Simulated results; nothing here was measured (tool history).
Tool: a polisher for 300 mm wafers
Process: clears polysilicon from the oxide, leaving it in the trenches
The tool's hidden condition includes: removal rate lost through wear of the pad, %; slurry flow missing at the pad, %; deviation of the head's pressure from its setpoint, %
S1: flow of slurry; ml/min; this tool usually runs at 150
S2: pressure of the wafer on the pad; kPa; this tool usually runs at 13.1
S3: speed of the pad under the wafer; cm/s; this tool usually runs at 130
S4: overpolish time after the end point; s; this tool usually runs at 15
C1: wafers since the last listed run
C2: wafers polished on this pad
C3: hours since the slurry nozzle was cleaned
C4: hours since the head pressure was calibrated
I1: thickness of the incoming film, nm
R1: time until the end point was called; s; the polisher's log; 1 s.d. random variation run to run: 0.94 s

run 1 day=0 | S1=150 S2=13.1 S3=130 S4=15 | C1=0 C2=103 C3=310.4 C4=291.4 | I1=687.8 | R1=56.4
run 2 day=0.392 | S1=150 S2=13.1 S3=130 S4=15 | C1=57 C2=160 C3=319.8 C4=300.8 | I1=689 | R1=56
run 3 day=0.825 | S1=150 S2=13.1 S3=130 S4=15 | C1=63 C2=224 C3=330.2 C4=311.2 | I1=694.5 | R1=58.3
run 4 day=1.254 | S1=150 S2=13.1 S3=130 S4=15 | C1=62 C2=286 C3=340.5 C4=321.5 | I1=680.7 | R1=57.6
run 5 day=1.958 | S1=150 S2=13.1 S3=130 S4=15 | C1=102 C2=389 C3=357.4 C4=338.4 | I1=698.7 | R1=57.8
run 6 day=2.567 | S1=150 S2=13.1 S3=130 S4=15 | C1=88 C2=478 C3=372 C4=353 | I1=696 | R1=60.5
run 7 day=3.296 | S1=150 S2=13.1 S3=130 S4=15 | C1=106 C2=584 C3=389.5 C4=370.5 | I1=694.3 | R1=58.4
run 8 day=3.962 | S1=150 S2=13.1 S3=120 S4=15 | C1=97 C2=682 C3=405.5 C4=386.5 | I1=692.8 | R1=63.9
run 9 day=4.804 | S1=150 S2=13.1 S3=130 S4=15 | C1=122 C2=805 C3=425.7 C4=406.7 | I1=699.6 | R1=61.5
run 10 day=5.525 | S1=150 S2=13.1 S3=130 S4=15 | C1=105 C2=910 C3=443 C4=424 | I1=697 | R1=59.7
run 11 day=5.862 | S1=180 S2=13.1 S3=106 S4=9 | C1=49 C2=959 C3=451.1 C4=432.1 | I1=700.3 | R1=68.8
-- day=6.121 slurry nozzle cleaned
run 12 day=6.467 | S1=150 S2=17.9 S3=88 S4=15 | C1=82 C2=1041 C3=8.3 C4=446.6 | I1=696 | R1=59.7
run 13 day=7.121 | S1=200 S2=17.2 S3=166 S4=7 | C1=95 C2=1137 C3=24 C4=462.3 | I1=678.1 | R1=35.9
-- day=7.408 worn pad replaced by a new one
run 14 day=7.567 | S1=170 S2=11.7 S3=152 S4=11 | C1=40 C2=23 C3=34.7 C4=473 | I1=690.8 | R1=61.8
run 15 day=7.967 | S1=150 S2=13.1 S3=130 S4=15 | C1=58 C2=81 C3=44.3 C4=482.6 | I1=689.7 | R1=62.6
run 16 day=8.567 | S1=150 S2=13.1 S3=130 S4=15 | C1=87 C2=169 C3=58.7 C4=497 | I1=681.7 | R1=64.7
run 17 day=8.833 | S1=195 S2=14.5 S3=112 S4=15 | C1=38 C2=208 C3=65.1 C4=503.4 | I1=698.7 | R1=63.9
-- day=9.5 head pressure recalibrated
-- day=9.975 worn pad replaced by a new one, repeated, since the last time left the tool worse
run 18 day=10.875 | S1=185 S2=8.3 S3=130 S4=11 | C1=261 C2=131 C3=114.1 C4=33 | I1=700.5 | R1=88.3
run 19 day=11.562 | S1=150 S2=13.1 S3=130 S4=20 | C1=100 C2=232 C3=130.6 C4=49.5 | I1=695.1 | R1=58.1
run 20 day=12.017 | S1=150 S2=13.1 S3=114 S4=15 | C1=66 C2=298 C3=141.5 C4=60.4 | I1=685.3 | R1=62.6

Measured less the same run without the tool's hidden state. The same run-to-run variation is in both; the gauge's scatter may not be:
run=1 R1=+0.8
run=2 R1=+1
run=3 R1=+1.3
run=4 R1=+1.5
run=5 R1=+1.9
run=6 R1=+2.2
run=7 R1=+2.6
run=8 R1=+3.2
run=9 R1=+3.5
run=10 R1=+3.9
run=11 R1=+4.6
run=12 R1=+4.3
run=13 R1=+2.8
run=14 R1=+8.3
run=15 R1=+8.6
run=16 R1=+9.3
run=17 R1=+9.3
run=18 R1=+1.4
run=19 R1=+1.3
run=20 R1=+1.7
